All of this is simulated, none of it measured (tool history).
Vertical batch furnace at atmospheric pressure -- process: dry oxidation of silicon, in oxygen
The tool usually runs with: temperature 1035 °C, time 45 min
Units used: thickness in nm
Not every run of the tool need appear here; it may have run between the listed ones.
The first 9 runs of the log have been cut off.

run,hour,temperature,time,"read-back reference wafer on the same gauge, thickness",thickness
10,116.1,1050,52,67.59,93.55
11,125.4,1050,52,67.62,93.6
12,144,1025,32.5,67.59,59.34
13,155.7,1035,45,67.6,77.9
# hour 184.9: gauge calibrated
14,211.5,1035,45,67.6,77.95
15,229.3,1035,45,67.59,78.1
# hour 262.3: boat lift adjusted
16,262.8,1022,60.5,67.57,87.12
17,267.9,1035,45,67.63,78.14
18,274.4,1042,27,67.61,58.46
19,292.1,1035,25,67.58,53.24
# hour 328.1: thermocouples replaced and temperature profile calibrated
20,328.6,1012,66.5,67.59,83.78
21,333.6,1057,27,67.61,62.21
22,387.8,1054,35.5,67.61,72.76
23,420.6,1035,30,67.63,58.29
24,428.2,1027,37,67.61,63.5
25,436.5,1042,27,67.59,56.72
26,446.3,1035,55,67.6,86.26
27,454.9,1024,25,67.6,48.25
28,464.5,1035,57.5,67.62,88.78
29,489.5,1054,31,67.62,66.95
30,503.6,1035,45,67.6,75.82
31,516.9,1015,60,67.59,80.33

Consider 4 possible next runs. They are alternatives, not a sequence: every one starts from the tool as it was left by run 31. What does each give?
A,522,1035,56,?,?
B,522,1045,58.5,?,?
C,522,1056,52,?,?
D,522,1054,30,?,?

run,"read-back reference wafer on the same gauge, thickness",thickness
A,67.6,87.44
B,67.6,95.39
C,67.6,94.44
D,67.6,65.52
Stripped of hidden state, with their random variation kept, the same runs would have yielded:
run,thickness
A,86.98
B,94.9
C,93.94
D,65.17

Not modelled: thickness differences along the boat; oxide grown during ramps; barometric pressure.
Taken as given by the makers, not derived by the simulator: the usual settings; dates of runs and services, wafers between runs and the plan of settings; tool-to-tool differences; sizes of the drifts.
